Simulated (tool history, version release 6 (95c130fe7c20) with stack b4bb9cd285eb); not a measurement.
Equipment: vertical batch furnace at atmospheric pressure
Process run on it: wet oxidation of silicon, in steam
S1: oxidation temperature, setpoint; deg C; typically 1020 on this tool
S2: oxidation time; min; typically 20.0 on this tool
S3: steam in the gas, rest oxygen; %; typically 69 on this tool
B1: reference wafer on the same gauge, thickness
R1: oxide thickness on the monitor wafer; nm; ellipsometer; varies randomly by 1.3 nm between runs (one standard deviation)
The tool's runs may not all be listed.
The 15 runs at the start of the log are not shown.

run 16 day=15.725 | S1=1020 S2=20.0 S3=69 | B1=286.25 | R1=245.90
run 17 day=16.646 | S1=1020 S2=20.0 S3=69 | B1=285.90 | R1=246.27
run 18 day=17.821 | S1=1030 S2=20.0 S3=76 | B1=285.96 | R1=273.93
run 19 day=18.342 | S1=1020 S2=28.5 S3=69 | B1=286.02 | R1=306.64
run 20 day=19.454 | S1=1038 S2=12.0 S3=63 | B1=286.19 | R1=186.78
run 21 day=20.021 | S1=999 S2=16.5 S3=69 | B1=285.92 | R1=186.05
-- day=20.571 gauge calibrated
run 22 day=21.417 | S1=1020 S2=20.0 S3=69 | B1=286.18 | R1=244.71
run 23 day=22.867 | S1=1020 S2=12.5 S3=79 | B1=285.75 | R1=196.79

Estimate the outcome of run 24 from the log above:
run 24 day=23.375 | S1=1020 S2=20.0 S3=74 | B1=? | R1=?

B1: 285.94
R1: 256.82 nm
The same run, on a tool lacking any hidden state, would have yielded R1 256.82 nm.
